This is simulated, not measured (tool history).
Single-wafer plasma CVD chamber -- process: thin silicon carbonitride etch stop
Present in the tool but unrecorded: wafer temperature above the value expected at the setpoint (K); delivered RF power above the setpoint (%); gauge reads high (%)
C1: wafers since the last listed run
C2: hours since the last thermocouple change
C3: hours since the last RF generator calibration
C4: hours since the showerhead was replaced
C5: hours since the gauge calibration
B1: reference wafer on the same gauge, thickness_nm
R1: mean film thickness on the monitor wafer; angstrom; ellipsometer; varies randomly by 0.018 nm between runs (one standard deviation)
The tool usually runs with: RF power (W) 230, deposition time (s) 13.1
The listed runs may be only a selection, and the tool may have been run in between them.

Run 1, day 0.000: usual settings but RF power (W) 195; C1 0; C2 1387.0; C3 1853.2; C4 7698.7; C5 90.6; B1 6.888. Result: R1 75.72 angstrom.
Run 2, day 1.150: usual settings but RF power (W) 195; C1 619; C2 1414.6; C3 1880.8; C4 7726.3; C5 118.2; B1 6.888. Result: R1 75.51 angstrom.
Run 3, day 2.338: usual settings but RF power (W) 240; C1 639; C2 1443.1; C3 1909.3; C4 7754.8; C5 146.7; B1 6.889. Result: R1 82.86 angstrom.
Run 4, day 6.421: usual settings but RF power (W) 240; C1 2199; C2 1541.1; C3 2007.3; C4 7852.8; C5 244.7; B1 6.889. Result: R1 82.37 angstrom.
Run 5, day 7.850: usual settings but RF power (W) 250; C1 769; C2 1575.4; C3 2041.6; C4 7887.1; C5 279.0; B1 6.888. Result: R1 83.86 angstrom.
Run 6, day 8.617: usual settings but RF power (W) 250; C1 412; C2 1593.8; C3 2060.0; C4 7905.5; C5 297.4; B1 6.893. Result: R1 84.18 angstrom.
Run 7, day 9.354: usual settings but RF power (W) 250; C1 397; C2 1611.5; C3 2077.7; C4 7923.2; C5 315.1; B1 6.887. Result: R1 83.83 angstrom.
Run 8, day 10.325: usual settings but RF power (W) 220; C1 522; C2 1634.8; C3 2101.0; C4 7946.5; C5 338.4; B1 6.891. Result: R1 79.78 angstrom.
Run 9, day 10.846: usual settings; C1 280; C2 1647.3; C3 2113.5; C4 7959.0; C5 350.9; B1 6.896. Result: R1 81.29 angstrom.
Run 10, day 11.350: usual settings; C1 271; C2 1659.4; C3 2125.6; C4 7971.1; C5 363.0; B1 6.890. Result: R1 80.92 angstrom.
Run 11, day 12.504: usual settings; C1 621; C2 1687.1; C3 2153.3; C4 7998.8; C5 390.7; B1 6.890. Result: R1 80.74 angstrom.
Run 12, day 13.312: usual settings; C1 435; C2 1706.5; C3 2172.7; C4 8018.2; C5 410.1; B1 6.890. Result: R1 81.12 angstrom.
At day 13.950: RF generator calibrated.
Run 13, day 14.350: usual settings; C1 379; C2 1731.4; C3 9.6; C4 8043.1; C5 435.0; B1 6.893. Result: R1 83.78 angstrom.
Run 14, day 15.079: usual settings; C1 392; C2 1748.9; C3 27.1; C4 8060.6; C5 452.5; B1 6.893. Result: R1 83.51 angstrom.
Run 15, day 15.671: usual settings but RF power (W) 265, deposition time (s) 11.0; C1 318; C2 1763.1; C3 41.3; C4 8074.8; C5 466.7; B1 6.893. Result: R1 74.32 angstrom.
At day 17.333: showerhead replaced.
Run 16, day 17.354: usual settings but deposition time (s) 12.3; C1 727; C2 1803.5; C3 81.7; C4 0.5; C5 507.1; B1 6.886. Result: R1 78.28 angstrom.
Run 17, day 17.788: usual settings but RF power (W) 210, deposition time (s) 15.4; C1 233; C2 1813.9; C3 92.1; C4 10.9; C5 517.5; B1 6.891. Result: R1 94.61 angstrom.
At day 18.954: thermocouple changed; heater temperature recalibrated.
Run 18, day 18.975: usual settings but RF power (W) 250, deposition time (s) 11.0; C1 460; C2 0.5; C3 120.6; C4 39.4; C5 546.0; B1 6.894. Result: R1 72.24 angstrom.
Run 19, day 20.167: usual settings but RF power (W) 200, deposition time (s) 12.0; C1 641; C2 29.1; C3 149.2; C4 68.0; C5 574.6; B1 6.890. Result: R1 71.87 angstrom.
Run 20, day 21.604: usual settings but RF power (W) 270, deposition time (s) 14.5; C1 774; C2 63.6; C3 183.7; C4 102.5; C5 609.1; B1 6.891. Result: R1 98.53 angstrom.
Run 21, day 22.762: usual settings but RF power (W) 200, deposition time (s) 12.0; C1 623; C2 91.4; C3 211.5; C4 130.3; C5 636.9; B1 6.892. Result: R1 71.52 angstrom.
Run 22, day 24.250: usual settings; C1 801; C2 127.1; C3 247.2; C4 166.0; C5 672.6; B1 6.892. Result: R1 83.11 angstrom.
At day 24.817: gauge calibrated.
Run 23, day 24.862: usual settings but RF power (W) 265, deposition time (s) 14.3; C1 329; C2 141.8; C3 261.9; C4 180.7; C5 1.1; B1 6.889. Result: R1 95.95 angstrom.
Run 24, day 25.596: usual settings but RF power (W) 210, deposition time (s) 11.2; C1 394; C2 159.4; C3 279.5; C4 198.3; C5 18.7; B1 6.883. Result: R1 68.34 angstrom.
Run 25, day 26.538: usual settings but RF power (W) 270, deposition time (s) 15.5; C1 507; C2 182.0; C3 302.1; C4 220.9; C5 41.3; B1 6.889. Result: R1 105.15 angstrom.
Run 26, day 27.888: usual settings; C1 727; C2 214.4; C3 334.5; C4 253.3; C5 73.7; B1 6.887. Result: R1 82.58 angstrom.
Run 27, day 29.267: usual settings but RF power (W) 185, deposition time (s) 11.0; C1 742; C2 247.5; C3 367.6; C4 286.4; C5 106.8; B1 6.889. Result: R1 63.09 angstrom.
Run 28, day 31.633: usual settings but RF power (W) 215, deposition time (s) 12.3; C1 1274; C2 304.3; C3 424.4; C4 343.2; C5 163.6; B1 6.892. Result: R1 75.51 angstrom.

Here are 5 independent what-if runs from the current tool condition. What would each one return?
Run A, day 31.650: usual settings but deposition time (s) 15.0; C1 8; C2 304.7; C3 424.8; C4 343.6; C5 164.0; B1 ?. Result: R1 ?.
Run B, day 31.650: usual settings but RF power (W) 210, deposition time (s) 11.4; C1 8; C2 304.7; C3 424.8; C4 343.6; C5 164.0; B1 ?. Result: R1 ?.
Run C, day 31.650: usual settings but RF power (W) 210, deposition time (s) 11.5; C1 8; C2 304.7; C3 424.8; C4 343.6; C5 164.0; B1 ?. Result: R1 ?.
Run D, day 31.650: usual settings but RF power (W) 200, deposition time (s) 11.7; C1 8; C2 304.7; C3 424.8; C4 343.6; C5 164.0; B1 ?. Result: R1 ?.
Run E, day 31.650: usual settings but RF power (W) 255, deposition time (s) 11.5; C1 8; C2 304.7; C3 424.8; C4 343.6; C5 164.0; B1 ?. Result: R1 ?.

run     B1     R1
  A  6.889  94.73
  B  6.889  69.26
  C  6.889  69.87
  D  6.889  69.58
  E  6.889  75.76
Had the tool no hidden state, the same runs would have come out as:
run     R1
  A  96.24
  B  70.36
  C  70.98
  D  70.69
  E  76.97
